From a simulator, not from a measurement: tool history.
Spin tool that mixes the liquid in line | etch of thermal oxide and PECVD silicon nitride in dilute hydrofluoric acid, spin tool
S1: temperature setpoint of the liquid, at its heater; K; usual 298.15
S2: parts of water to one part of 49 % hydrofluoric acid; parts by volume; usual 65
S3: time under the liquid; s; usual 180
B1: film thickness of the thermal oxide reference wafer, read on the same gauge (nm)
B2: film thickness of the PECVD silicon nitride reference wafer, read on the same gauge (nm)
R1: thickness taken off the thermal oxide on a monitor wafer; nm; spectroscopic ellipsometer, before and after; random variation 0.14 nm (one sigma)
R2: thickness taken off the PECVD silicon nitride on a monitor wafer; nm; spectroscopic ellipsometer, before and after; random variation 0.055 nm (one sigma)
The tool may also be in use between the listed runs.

| run | hour | S1 | S2 | S3 | B1 | B2 | R1 | R2 |
|---|---|---|---|---|---|---|---|---|
| 1 | 0.0 | 298.15 | 65 | 180 | 50.01 | 40.00 | 15.92 | 15.50 |
| 2 | 41.1 | 298.15 | 45 | 180 | 49.98 | 40.00 | 24.11 | 22.26 |
| 3 | 100.4 | 296.15 | 65 | 180 | 49.99 | 40.00 | 14.76 | 13.51 |
|  | 216.7 | thermometer replaced |
| 4 | 349.6 | 298.15 | 65 | 180 | 49.99 | 40.02 | 16.46 | 15.76 |
| 5 | 426.8 | 298.15 | 45 | 260 | 49.96 | 40.01 | 34.98 | 32.80 |
| 6 | 522.7 | 298.15 | 75 | 285 | 50.00 | 40.02 | 22.75 | 21.87 |
| 7 | 601.6 | 298.15 | 45 | 180 | 50.02 | 40.00 | 24.63 | 22.78 |
| 8 | 651.2 | 298.15 | 35 | 235 | 49.99 | 39.99 | 41.71 | 38.04 |
| 9 | 758.6 | 295.65 | 65 | 180 | 49.98 | 39.99 | 14.97 | 13.63 |
| 10 | 863.1 | 298.15 | 65 | 180 | 49.97 | 40.00 | 16.57 | 16.14 |
| 11 | 925.1 | 298.15 | 35 | 180 | 50.00 | 40.00 | 32.08 | 29.79 |
|  | 977.0 | hydrofluoric acid flow meter replaced |
| 12 | 991.3 | 298.15 | 65 | 180 | 49.99 | 39.99 | 15.56 | 14.91 |
| 13 | 1069.0 | 300.15 | 80 | 180 | 49.97 | 40.00 | 13.38 | 13.86 |

The next listed run, before its measurement:
| 14 | 1143.8 | 302.65 | 45 | 180 | ? | ? | ? | ? |

{"run 14": {"B1": 49.98, "B2": 39.98, "R1": 27.74, "R2": 29.04}}
Without the tool's hidden state the same run would have given R1 27.18 nm, R2 28.50 nm.
